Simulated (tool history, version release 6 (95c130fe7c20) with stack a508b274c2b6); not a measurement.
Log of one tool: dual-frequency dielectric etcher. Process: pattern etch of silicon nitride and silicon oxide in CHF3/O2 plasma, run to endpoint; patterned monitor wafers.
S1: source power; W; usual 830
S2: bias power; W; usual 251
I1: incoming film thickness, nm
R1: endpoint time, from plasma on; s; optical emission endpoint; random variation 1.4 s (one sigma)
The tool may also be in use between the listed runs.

run,hour,S1,S2,I1,R1
1,0.0,970,251,277.7,155.4
2,12.4,970,251,277.5,152.1
3,40.6,970,251,278.3,148.9
4,63.6,680,269,278.8,166.7
5,77.2,680,269,277.8,166.2
6,121.5,830,251,275.5,156.4
7,162.4,830,251,276.8,159.6
8,207.1,900,251,278.9,156.6
9,267.4,900,251,277.5,153.6
10,293.1,900,251,277.1,154.0
11,311.6,830,251,277.6,159.3
12,334.3,640,251,276.9,174.7
13,363.0,830,251,277.6,159.9
14,375.2,990,251,279.0,152.1
15,406.8,830,251,274.8,160.2
16,426.7,830,221,280.5,170.2
17,452.7,830,267,277.8,158.4
18,550.4,830,211,281.0,172.1
19,581.6,650,199,276.7,191.1
20,600.3,630,231,278.1,182.1
21,623.0,1030,214,278.9,161.1
22,657.8,830,209,276.0,166.5
23,675.5,760,218,278.2,168.3
24,688.8,830,251,271.1,154.9
25,721.0,830,251,273.7,158.3
26,739.6,830,251,278.5,161.3
27,771.0,1030,273,275.7,143.0
28,792.2,970,251,281.6,154.0
29,824.1,680,190,275.8,187.0
30,838.1,960,192,279.0,167.8
31,850.5,830,251,276.2,157.7
32,869.6,830,251,277.5,158.2
33,902.1,700,251,276.3,168.9
34,927.5,680,251,276.0,170.3

Not shown: 5 entries that the log had between the listed runs. Between which runs, and how does the tool's hidden state differ before and after?
Between runs 2 and 3: wet clean of the chamber (hour 37.6)
  etch rate over this chamber's usual, %: -2.56 -> -0.176
  measured less the result without the state, R1: +3.9 -> +0.2 s
Between runs 5 and 6: upper electrode replaced (hour 121.0)
  etch rate over this chamber's usual, %: -0.4 -> -0.672
  measured less the result without the state, R1: +0.7 -> +1.0 s
Between runs 6 and 7: source power generator calibrated (hour 136.7)
  etch rate over this chamber's usual, %: -0.672 -> -0.922
  measured less the result without the state, R1: +1.0 -> +1.5 s
Between runs 17 and 18: bias power generator calibrated (hour 526.4)
  etch rate over this chamber's usual, %: -2.7 -> -3.3
  measured less the result without the state, R1: +4.3 -> +5.7 s
Between runs 21 and 22: wet clean of the chamber (hour 650.3)
  etch rate over this chamber's usual, %: -3.74 -> -0.355
  measured less the result without the state, R1: +6.1 -> +0.6 s
